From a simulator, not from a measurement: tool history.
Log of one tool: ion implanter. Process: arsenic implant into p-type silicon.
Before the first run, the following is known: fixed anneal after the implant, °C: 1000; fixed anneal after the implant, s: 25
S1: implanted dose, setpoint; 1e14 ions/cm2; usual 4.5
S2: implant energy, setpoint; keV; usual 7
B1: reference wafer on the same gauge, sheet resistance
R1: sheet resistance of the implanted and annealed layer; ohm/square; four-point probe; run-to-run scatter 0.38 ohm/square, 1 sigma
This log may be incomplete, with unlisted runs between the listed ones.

Run 1, hour 0: usual settings but S1 5.23 1e14 ions/cm2; B1 293.9. Result: R1 233.25 ohm/square.
Run 2, hour 21.7: usual settings but S1 5.23 1e14 ions/cm2; B1 293.99. Result: R1 233.99 ohm/square.
Run 3, hour 34.7: usual settings; B1 294.09. Result: R1 260.08 ohm/square.
Run 4, hour 60: usual settings; B1 294.02. Result: R1 259.79 ohm/square.
Run 5, hour 85.8: usual settings; B1 294.03. Result: R1 260.11 ohm/square.
Run 6, hour 108.6: usual settings; B1 294.04. Result: R1 260.63 ohm/square.
Run 7, hour 139.9: usual settings; B1 293.92. Result: R1 261.29 ohm/square.
Run 8, hour 154.6: usual settings but S2 6 keV; B1 294.08. Result: R1 263.49 ohm/square.
Run 9, hour 179.5: usual settings but S1 4.82 1e14 ions/cm2, S2 6.5 keV; B1 293.94. Result: R1 250.15 ohm/square.
Run 10, hour 207.3: usual settings but S1 3.93 1e14 ions/cm2, S2 5.5 keV; B1 293.97. Result: R1 294.76 ohm/square.
Run 11, hour 229.2: usual settings; B1 294.06. Result: R1 261.29 ohm/square.
Run 12, hour 243.6: usual settings but S1 3.34 1e14 ions/cm2; B1 293.83. Result: R1 328.79 ohm/square.
At hour 263.7: gauge calibrated.
At hour 264: extraction supply calibrated.
At hour 272.7: Faraday cup replaced and dose calibrated.
Run 13, hour 273.2: usual settings; B1 294.09. Result: R1 253.06 ohm/square.
Run 14, hour 363.6: usual settings but S1 3.62 1e14 ions/cm2, S2 8 keV; B1 294.05. Result: R1 295.19 ohm/square.
Run 15, hour 390.3: usual settings but S1 5.46 1e14 ions/cm2; B1 294.14. Result: R1 220.98 ohm/square.
Run 16, hour 406.1: usual settings but S1 3.73 1e14 ions/cm2, S2 9.5 keV; B1 294.11. Result: R1 284.78 ohm/square.
Run 17, hour 441.4: usual settings but S1 3.83 1e14 ions/cm2, S2 8 keV; B1 293.93. Result: R1 283.77 ohm/square.
Run 18, hour 455.5: usual settings but S1 4.05 1e14 ions/cm2, S2 5 keV; B1 294.03. Result: R1 280.48 ohm/square.

Consider 3 possible next runs. They are alternatives, not a sequence: every one starts from the tool as it was left by run 18. What does each give?
Run A, hour 455.9: usual settings but S2 9 keV; B1 ?. Result: R1 ?.
Run B, hour 455.9: usual settings but S1 5.19 1e14 ions/cm2, S2 5.5 keV; B1 ?. Result: R1 ?.
Run C, hour 455.9: usual settings but S1 4.85 1e14 ions/cm2; B1 ?. Result: R1 ?.

run      B1      R1
  A  294.19  248.88
  B  294.19  232.44
  C  294.19  240.05
Had the tool no hidden state, the same runs would have come out as:
run      R1
  A   248.5
  B   232.1
  C  239.69

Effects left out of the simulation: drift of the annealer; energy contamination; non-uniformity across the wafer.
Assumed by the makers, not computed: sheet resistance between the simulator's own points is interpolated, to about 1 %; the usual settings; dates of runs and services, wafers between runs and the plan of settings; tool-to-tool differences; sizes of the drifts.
